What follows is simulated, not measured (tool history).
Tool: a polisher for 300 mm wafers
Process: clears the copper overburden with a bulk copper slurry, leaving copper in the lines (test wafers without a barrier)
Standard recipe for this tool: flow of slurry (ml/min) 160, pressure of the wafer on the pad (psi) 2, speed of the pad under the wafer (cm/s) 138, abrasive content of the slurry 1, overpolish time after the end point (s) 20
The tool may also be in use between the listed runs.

| run | day | flow of slurry (ml/min) | pressure of the wafer on the pad (psi) | speed of the pad under the wafer (cm/s) | abrasive content of the slurry | overpolish time after the end point (s) | incoming thickness of the incoming film, nm | time until the end point was called (s) | dishing of a wide line in a test structure (nm) |
|---|---|---|---|---|---|---|---|---|---|
| 1 | 0 | 160 | 2 | 138 | 1 | 20 | 1164.9 | 101.7 | 100 |
| 2 | 1.158 | 160 | 2 | 138 | 1 | 20 | 1165.5 | 108.1 | 101.3 |
| 3 | 2.408 | 160 | 2 | 138 | 0.95 | 20 | 1164.9 | 110.8 | 97.4 |
| 4 | 4.154 | 160 | 2 | 138 | 0.95 | 20 | 1169.1 | 114.5 | 94.6 |
| 5 | 6.371 | 160 | 2 | 138 | 1 | 20 | 1172.8 | 114.9 | 94.8 |
|  | 6.679 | slurry blender recalibrated |
|  | 8.6 | slurry nozzle cleaned |
| 6 | 9.158 | 160 | 2 | 138 | 1 | 20 | 1164.1 | 116.6 | 94.7 |
|  | 10.908 | worn pad replaced by a new one |
| 7 | 11.379 | 160 | 2 | 138 | 1 | 20 | 1174.1 | 106 | 99.1 |
| 8 | 13.562 | 160 | 2 | 138 | 1 | 20 | 1167.9 | 109.9 | 98.1 |
| 9 | 15.779 | 160 | 2 | 138 | 1 | 20 | 1163.2 | 113 | 98.2 |
| 10 | 17.242 | 160 | 2 | 138 | 1 | 20 | 1159 | 112.7 | 97 |
|  | 18.171 | slurry blender recalibrated |
| 11 | 18.758 | 160 | 2 | 138 | 1 | 20 | 1178.2 | 116.2 | 95.8 |
| 12 | 20.112 | 160 | 2 | 138 | 1 | 20 | 1169.3 | 116.2 | 96.8 |
|  | 20.971 | head pressure recalibrated |
|  | 22.146 | slurry nozzle cleaned |
|  | 22.6 | worn pad replaced by a new one |
| 13 | 24.488 | 160 | 2 | 138 | 1 | 20 | 1169.5 | 110.3 | 98 |
| 14 | 27.446 | 160 | 2 | 138 | 1 | 20 | 1160.4 | 113.4 | 95.6 |
|  | 28.804 | slurry blender recalibrated |
| 15 | 28.825 | 160 | 2 | 138 | 1.1 | 20 | 1174.2 | 110.4 | 95.7 |
| 16 | 30.992 | 160 | 2 | 138 | 1 | 20 | 1164.9 | 116 | 99 |
| 17 | 32.608 | 190 | 2.4 | 168 | 1.1 | 20 | 1157.9 | 81 | 116.5 |
|  | 33.571 | worn pad replaced by a new one, of another model than before |
| 18 | 34.383 | 145 | 2.3 | 138 | 0.9 | 20 | 1165.5 | 99.3 | 107.1 |
|  | 35.325 | slurry nozzle cleaned |
| 19 | 37.004 | 130 | 2 | 138 | 1 | 20 | 1168.6 | 117.4 | 95.3 |
| 20 | 38.85 | 160 | 2 | 138 | 1 | 20 | 1168.1 | 112.9 | 97.7 |
| 21 | 40.575 | 200 | 2 | 138 | 1 | 20 | 1174.1 | 110.8 | 101.1 |
|  | 42.771 | slurry blender recalibrated |
| 22 | 42.929 | 210 | 2 | 114 | 0.7 | 27 | 1156.5 | 136.5 | 101.9 |
|  | 43.325 | head pressure recalibrated |
| 23 | 44.854 | 180 | 2.5 | 138 | 1 | 9 | 1163.9 | 93.6 | 71.9 |
| 24 | 46.421 | 160 | 2 | 138 | 1 | 20 | 1161.3 | 116.3 | 95 |
|  | 47.258 | worn pad replaced by a new one |
| 25 | 48.971 | 180 | 2 | 138 | 0.9 | 20 | 1141.1 | 103.8 | 97.4 |
|  | 49.142 | slurry nozzle cleaned |
| 26 | 50.833 | 205 | 2 | 138 | 1.15 | 20 | 1188.1 | 102.9 | 105.1 |
| 27 | 52.071 | 135 | 2 | 138 | 1 | 20 | 1168.5 | 118.3 | 94.2 |
| 28 | 53.396 | 160 | 2.3 | 160 | 0.75 | 16 | 1152.8 | 97.6 | 93.3 |
| 29 | 55.483 | 160 | 2.3 | 138 | 1 | 11 | 1182.5 | 103.4 | 75.6 |

Below are 3 alternative next runs, each starting from the tool's condition after run 29. Predict each:
| A | 55.504 | 160 | 2 | 138 | 1 | 20 | 1181 | ? | ? |
| B | 55.504 | 200 | 2 | 118 | 1.2 | 26 | 1181 | ? | ? |
| C | 55.504 | 160 | 1.5 | 138 | 0.7 | 20 | 1181 | ? | ? |

| run | time until the end point was called (s) | dishing of a wide line in a test structure (nm) |
|---|---|---|
| A | 114.1 | 96.6 |
| B | 113 | 109.1 |
| C | 170.2 | 73.7 |
Take away the tool's hidden state, keep each run's random variation, and the runs would have read:
| run | time until the end point was called (s) | dishing of a wide line in a test structure (nm) |
|---|---|---|
| A | 101.2 | 102.3 |
| B | 100.2 | 114 |
| C | 151 | 79 |
